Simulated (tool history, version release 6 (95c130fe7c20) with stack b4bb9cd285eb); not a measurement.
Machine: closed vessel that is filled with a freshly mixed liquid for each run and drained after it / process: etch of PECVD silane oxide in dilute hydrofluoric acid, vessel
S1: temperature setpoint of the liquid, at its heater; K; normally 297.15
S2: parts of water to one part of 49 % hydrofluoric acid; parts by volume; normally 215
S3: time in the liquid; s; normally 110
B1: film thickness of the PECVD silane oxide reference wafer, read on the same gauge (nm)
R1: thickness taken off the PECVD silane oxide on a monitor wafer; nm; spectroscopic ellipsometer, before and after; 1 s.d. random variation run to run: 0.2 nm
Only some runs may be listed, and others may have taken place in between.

run   hour      S1   S2   S3      B1     R1
  1    0.0  297.15  280  145  119.99  18.54
  2   15.9  297.15  215  110  120.01  19.99
  3   30.4  297.15  160  110  119.99  28.07
  4   46.4  297.15  215  110  120.00  19.19
  5   64.0  297.15  215  110  120.00  19.64
  6   80.2  294.15  215   90  120.02  14.05
  7   96.0  294.65  215  110  120.00  17.94
  8  104.3  294.65  215  110  119.99  17.63
  9  122.0  297.15  215  110  120.00  19.31
 10  134.3  297.15  215  110  120.03  19.42
 11  147.6  297.15  215  110  119.99  19.58
 12  162.2  297.15  215  110  119.98  19.50
 13  178.4  297.15  215  110  120.02  19.40
     180.0  -- gauge calibrated
 14  194.9  297.15  215  110  120.01  19.07
 15  202.9  297.15  125  110  119.99  36.10
 16  215.5  297.15  215  110  120.00  19.29
 17  232.9  297.15  155  110  120.01  28.59
 18  248.3  294.65  215  110  119.99  17.40

The next listed run, before its measurement:
     258.5  -- hydrofluoric acid flow meter replaced
 19  260.7  294.15  140  75   ?   ?

Run 19 produced B1 119.99, R1 18.20 nm.
Take away the tool's hidden state, keep the run-to-run variation as it was, and the same run would have given R1 22.00 nm.
